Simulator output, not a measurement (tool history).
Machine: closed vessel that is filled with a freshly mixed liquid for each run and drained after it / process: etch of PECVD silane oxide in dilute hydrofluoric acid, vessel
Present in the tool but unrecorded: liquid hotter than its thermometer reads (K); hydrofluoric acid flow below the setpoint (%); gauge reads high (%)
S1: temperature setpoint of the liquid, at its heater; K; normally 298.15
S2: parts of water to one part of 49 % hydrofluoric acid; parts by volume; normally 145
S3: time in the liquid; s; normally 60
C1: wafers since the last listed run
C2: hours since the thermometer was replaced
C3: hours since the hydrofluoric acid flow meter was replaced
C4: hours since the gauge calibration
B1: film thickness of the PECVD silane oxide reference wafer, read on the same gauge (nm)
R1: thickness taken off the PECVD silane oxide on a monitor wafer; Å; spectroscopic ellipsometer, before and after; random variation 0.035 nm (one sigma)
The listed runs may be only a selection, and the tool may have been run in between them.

run   hour      S1   S2  S3    C1      C2     C3     C4     B1     R1
  1    0.0  298.15  145  60     0  1444.4  535.6   66.7  79.99   97.0
  2   12.2  299.15  145  45   816  1456.6  547.8   78.9  79.99   74.9
  3   39.2  299.15  145  45  1806  1483.6  574.8  105.9  80.02   75.2
  4   49.1  298.15  145  60   662  1493.5  584.7  115.8  79.98   96.5
  5   67.0  298.15  145  60  1197  1511.4  602.6  133.7  80.04   96.2
  6   75.3  298.15  145  60   555  1519.7  610.9  142.0  79.98   95.4
  7   86.8  298.15  145  60   769  1531.2  622.4  153.5  79.97   95.8
  8   98.9  298.15  145  60   809  1543.3  634.5  165.6  80.00   96.4
  9  114.5  298.15  145  60  1043  1558.9  650.1  181.2  80.04   94.7
     128.8  -- hydrofluoric acid flow meter replaced
     130.6  -- thermometer replaced
 10  131.1  295.15  145  60   976     0.5    2.3  197.8  80.00   79.6
 11  147.4  302.15   95  95  1090    16.8   18.6  214.1  80.01  268.5
 12  161.1  302.65  180  60   916    30.5   32.3  227.8  79.98   80.2
     168.5  -- gauge calibrated
     181.6  -- hydrofluoric acid flow meter replaced, repeated, since the last time left the tool worse
 13  205.4  300.65  100  90  2896    74.8   23.8   36.9  80.01  261.0
 14  219.0  296.65  185  95   909    88.4   37.4   50.5  80.02  114.9
 15  237.0  296.15  105  70  1204   106.4   55.4   68.5  79.99  160.4
 16  278.0  298.15  145  60  2742   147.4   96.4  109.5  80.02  102.6
 17  291.4  298.15   85  45   896   160.8  109.8  122.9  79.98  140.1
 18  300.4  295.15  165  30   602   169.8  118.8  131.9  79.98   38.9
 19  314.3  295.15   95  75   929   183.7  132.7  145.8  80.00  181.7
 20  320.5  293.15   90  80   414   189.9  138.9  152.0  80.01  190.8
 21  329.7  298.15  145  60   615   199.1  148.1  161.2  80.01  101.0

Consider 3 possible next runs. They are alternatives, not a sequence: every one starts from the tool as it was left by run 21. What does each give?
  A  330.4  298.15  145  60  46  199.8  148.8  161.9   ?   ?
  B  330.4  300.65  165  35  46  199.8  148.8  161.9   ?   ?
  C  330.4  295.65   95  50  46  199.8  148.8  161.9   ?   ?

run     B1     R1
  A  79.99  101.3
  B  79.99   55.6
  C  79.99  124.1
With no hidden state in the tool, these same runs would have given:
run     R1
  A  102.9
  B   56.5
  C  126.0
